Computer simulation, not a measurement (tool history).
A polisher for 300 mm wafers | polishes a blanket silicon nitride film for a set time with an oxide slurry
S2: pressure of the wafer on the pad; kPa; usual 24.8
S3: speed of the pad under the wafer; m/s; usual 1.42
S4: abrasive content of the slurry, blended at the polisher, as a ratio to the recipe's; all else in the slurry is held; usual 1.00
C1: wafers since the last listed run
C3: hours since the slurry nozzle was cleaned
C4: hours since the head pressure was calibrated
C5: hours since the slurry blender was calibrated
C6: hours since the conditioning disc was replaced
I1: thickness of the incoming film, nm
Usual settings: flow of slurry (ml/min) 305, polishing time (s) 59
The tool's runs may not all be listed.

Run 1, day 0.000: usual settings; C1 0; wafers polished on this pad 1304; C3 439.2; C4 596.8; C5 96.9; C6 213.6; I1 259.2. Result: film removed (Å) 535.
At day 2.867: worn pad replaced by a new one.
Run 2, day 2.933: usual settings; C1 668; wafers polished on this pad 16; C3 509.6; C4 667.2; C5 167.3; C6 284.0; I1 263.6. Result: film removed (Å) 534.
Run 3, day 4.196: usual settings; C1 304; wafers polished on this pad 321; C3 539.9; C4 697.5; C5 197.6; C6 314.3; I1 258.8. Result: film removed (Å) 529.
At day 5.771: slurry blender recalibrated.
At day 6.112: conditioning disc replaced and pad reconditioned.
Run 4, day 6.692: usual settings but S4 0.85, polishing time (s) 44; C1 562; wafers polished on this pad 883; C3 599.8; C4 757.4; C5 22.1; C6 13.9; I1 256.6. Result: film removed (Å) 397.
Run 5, day 8.621: usual settings but S2 22.1 kPa; C1 465; wafers polished on this pad 1349; C3 646.1; C4 803.7; C5 68.4; C6 60.2; I1 264.9. Result: film removed (Å) 510.
Run 6, day 10.517: usual settings but S2 22.1 kPa; C1 457; wafers polished on this pad 1807; C3 691.6; C4 849.2; C5 113.9; C6 105.7; I1 256.4. Result: film removed (Å) 517.
At day 10.854: worn pad replaced by a new one.
At day 13.521: slurry blender recalibrated.
Run 7, day 15.429: usual settings but S2 22.1 kPa; C1 1125; wafers polished on this pad 1084; C3 809.5; C4 967.1; C5 45.8; C6 223.6; I1 259.3. Result: film removed (Å) 507.
Run 8, day 17.000: usual settings but S2 31.7 kPa; C1 379; wafers polished on this pad 1463; C3 847.2; C4 1004.8; C5 83.5; C6 261.3; I1 255.8. Result: film removed (Å) 634.
At day 19.242: conditioning disc replaced and pad reconditioned.
Run 9, day 19.262: usual settings but S2 31.7 kPa; C1 526; wafers polished on this pad 1989; C3 901.5; C4 1059.1; C5 137.8; C6 0.5; I1 260.9. Result: film removed (Å) 687.
At day 19.838: worn pad replaced by a new one.
At day 19.992: slurry nozzle cleaned.
Run 10, day 21.596: usual settings; C1 513; wafers polished on this pad 414; C3 38.5; C4 1115.1; C5 193.8; C6 56.5; I1 258.9. Result: film removed (Å) 589.
At day 21.817: slurry blender recalibrated.
At day 22.850: head pressure recalibrated.
Run 11, day 22.871: usual settings but polishing time (s) 65; C1 267; wafers polished on this pad 682; C3 69.1; C4 0.5; C5 25.3; C6 87.1; I1 259.6. Result: film removed (Å) 643.
Run 12, day 24.908: usual settings but flow of slurry (ml/min) 205; C1 492; wafers polished on this pad 1174; C3 118.0; C4 49.4; C5 74.2; C6 136.0; I1 257.8. Result: film removed (Å) 548.
Run 13, day 27.592: usual settings but S2 21.4 kPa; C1 647; wafers polished on this pad 1822; C3 182.4; C4 113.8; C5 138.6; C6 200.4; I1 264.5. Result: film removed (Å) 509.
Run 14, day 28.908: usual settings but flow of slurry (ml/min) 350; C1 317; wafers polished on this pad 2140; C3 214.0; C4 145.4; C5 170.2; C6 232.0; I1 261.4. Result: film removed (Å) 569.
At day 29.296: worn pad replaced by a new one.
At day 30.012: slurry blender recalibrated.
Run 15, day 31.608: usual settings; C1 591; wafers polished on this pad 537; C3 278.8; C4 210.2; C5 38.3; C6 296.8; I1 264.4. Result: film removed (Å) 554.
Run 16, day 33.612: usual settings; C1 483; wafers polished on this pad 1021; C3 326.9; C4 258.3; C5 86.4; C6 344.9; I1 258.5. Result: film removed (Å) 529.
At day 34.054: conditioning disc replaced and pad reconditioned.
Run 17, day 34.696: usual settings but flow of slurry (ml/min) 210, S2 18.6 kPa; C1 241; wafers polished on this pad 1263; C3 352.9; C4 284.3; C5 112.4; C6 15.4; I1 263.7. Result: film removed (Å) 441.
Run 18, day 36.279: usual settings but flow of slurry (ml/min) 385, S2 31.7 kPa, S4 0.85, polishing time (s) 40; C1 382; wafers polished on this pad 1645; C3 390.9; C4 322.3; C5 150.4; C6 53.4; I1 260.4. Result: film removed (Å) 443.
At day 37.188: worn pad replaced by a new one.
At day 38.792: slurry blender recalibrated.
Run 19, day 38.942: usual settings but flow of slurry (ml/min) 340, S2 17.2 kPa, S3 1.26 m/s; C1 582; wafers polished on this pad 403; C3 454.8; C4 386.2; C5 3.6; C6 117.3; I1 260.8. Result: film removed (Å) 399.
Run 20, day 41.467: usual settings but S4 0.85; C1 609; wafers polished on this pad 1013; C3 515.4; C4 446.8; C5 64.2; C6 177.9; I1 259.8. Result: film removed (Å) 509.
Run 21, day 43.042: usual settings; C1 380; wafers polished on this pad 1393; C3 553.2; C4 484.6; C5 102.0; C6 215.7; I1 260.0. Result: film removed (Å) 546.

5 ways to go on from here, each from the tool as it stands after run 21. What would each give?
Run A, day 43.058: usual settings but polishing time (s) 41; C1 4; wafers polished on this pad 1398; C3 553.6; C4 485.0; C5 102.4; C6 216.1; I1 260.5. Result: film removed (Å) ?.
Run B, day 43.058: usual settings but S2 29.6 kPa, S3 1.28 m/s, S4 1.15, polishing time (s) 44; C1 4; wafers polished on this pad 1398; C3 553.6; C4 485.0; C5 102.4; C6 216.1; I1 260.5. Result: film removed (Å) ?.
Run C, day 43.058: usual settings but flow of slurry (ml/min) 215, S2 18.6 kPa; C1 4; wafers polished on this pad 1398; C3 553.6; C4 485.0; C5 102.4; C6 216.1; I1 260.5. Result: film removed (Å) ?.
Run D, day 43.058: usual settings but flow of slurry (ml/min) 250, S4 1.25, polishing time (s) 71; C1 4; wafers polished on this pad 1398; C3 553.6; C4 485.0; C5 102.4; C6 216.1; I1 260.5. Result: film removed (Å) ?.
Run E, day 43.058: usual settings but S2 29.0 kPa, S3 1.78 m/s, S4 1.15, polishing time (s) 50; C1 4; wafers polished on this pad 1398; C3 553.6; C4 485.0; C5 102.4; C6 216.1; I1 260.5. Result: film removed (Å) ?.

run  film removed (Å)
  A               382
  B               457
  C               426
  D               695
  E               638
Without the tool's hidden state the same runs would have given:
run  film removed (Å)
  A               432
  B               517
  C               489
  D               796
  E               736

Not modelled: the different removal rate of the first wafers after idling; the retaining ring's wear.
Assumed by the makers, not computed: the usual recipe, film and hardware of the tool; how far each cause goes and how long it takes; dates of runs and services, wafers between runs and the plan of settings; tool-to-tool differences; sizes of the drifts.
